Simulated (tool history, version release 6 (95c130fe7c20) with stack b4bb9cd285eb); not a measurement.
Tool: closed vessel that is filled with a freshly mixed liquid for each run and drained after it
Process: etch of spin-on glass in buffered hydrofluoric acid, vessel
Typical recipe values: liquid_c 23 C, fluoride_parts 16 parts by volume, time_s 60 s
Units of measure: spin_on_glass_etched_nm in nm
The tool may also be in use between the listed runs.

run,day,liquid_c,fluoride_parts,time_s,wafers since the last listed run,hours since the thermometer was replaced,hours since the hydrofluoric acid flow meter was replaced,hours since the gauge calibration,"read-back film thickness of the spin-on glass reference wafer, read on the same gauge (nm)",spin_on_glass_etched_nm
1,0,23,16,60,0,820.7,373.9,550.9,40.02,164.66
2,0.771,23,16,60,2258,839.2,392.4,569.4,40,167.43
3,1.908,23,16,60,3332,866.5,419.7,596.7,39.99,163.46
# day 2.404: gauge calibrated
4,2.675,23,16,60,2246,884.9,438.1,6.5,40.02,165.71
# day 4.583: hydrofluoric acid flow meter replaced
5,4.646,26.5,16,60,5652,932.2,1.5,53.8,39.99,199.49
6,5.258,23,16,60,1794,946.9,16.2,68.5,40,168.56
7,6.362,23,16,60,3234,973.4,42.7,95,39.99,168.28
8,9.542,23,16,60,9314,1049.7,119,171.3,40,169.09
9,10.512,23,19,60,2844,1073,142.3,194.6,40.01,143.62
10,11.521,23,16,60,2954,1097.2,166.5,218.8,40.03,169.51
# day 12.596: thermometer replaced
11,12.721,23,16,60,3393,3,195.3,247.6,40.01,147.47
12,14.121,23,16,60,4101,36.6,228.9,281.2,40.01,146.95
13,14.717,23,12,60,1745,50.9,243.2,295.5,40,195.97
14,17.304,23,12,60,7580,113,305.3,357.6,39.99,200.9
15,18.179,23,16,60,2563,134,326.3,378.6,40,151.82
16,19.146,23,16,60,2832,157.2,349.5,401.8,39.97,149.81
17,19.812,25,13.5,90,1953,173.2,365.5,417.8,39.99,299.01
18,20.442,27,11,35,1843,188.3,380.6,432.9,40.02,158.48
19,21.667,18,22.5,60,3588,217.7,410,462.3,39.98,84.3
20,22.192,23,20.5,60,1538,230.3,422.6,474.9,39.95,120.42
21,23.483,26,13,30,3784,261.3,453.6,505.9,40.01,110.27
# day 24.008: gauge calibrated
22,24.692,18.5,11,75,3540,290.3,482.6,16.4,40,214.09
23,25.5,27.5,12,60,2368,309.7,502,35.8,39.98,257.6
# day 26.121: hydrofluoric acid flow meter replaced
24,26.338,23,16,35,2331,329.8,5.2,55.9,40,90.73
25,27.367,21.5,16,35,3015,354.5,29.9,80.6,40.02,83.38
26,28.492,21,16,60,3295,381.5,56.9,107.6,39.98,135.87
27,29.95,23,16,60,4272,416.5,91.9,142.6,40,153.96
28,30.621,23,13,60,1965,432.6,108,158.7,40.02,189.51
29,31.425,23,16,35,2356,451.9,127.3,178,40.02,90.58
30,32.125,25.5,16,60,2050,468.7,144.1,194.8,40.02,179.82
31,33.354,19.5,22,85,3601,498.2,173.6,224.3,39.97,139.03
32,34.992,23,16,60,4797,537.5,212.9,263.6,40.02,160.24

Exercise: give the hidden state of the tool at every run:
hydrofluoric acid flow below the setpoint (%): 0 on each run
gauge reads high (%): 0 on each run
H1: liquid hotter than its thermometer reads (K)
run,H1
1,1.98
2,2.02
3,2.07
4,2.11
5,2.2
6,2.22
7,2.27
8,2.42
9,2.46
10,2.51
11,0.0431
12,0.107
13,0.134
14,0.252
15,0.292
16,0.336
17,0.366
18,0.395
19,0.451
20,0.475
21,0.534
22,0.589
23,0.626
24,0.664
25,0.711
26,0.762
27,0.828
28,0.859
29,0.896
30,0.927
31,0.983
32,1.06

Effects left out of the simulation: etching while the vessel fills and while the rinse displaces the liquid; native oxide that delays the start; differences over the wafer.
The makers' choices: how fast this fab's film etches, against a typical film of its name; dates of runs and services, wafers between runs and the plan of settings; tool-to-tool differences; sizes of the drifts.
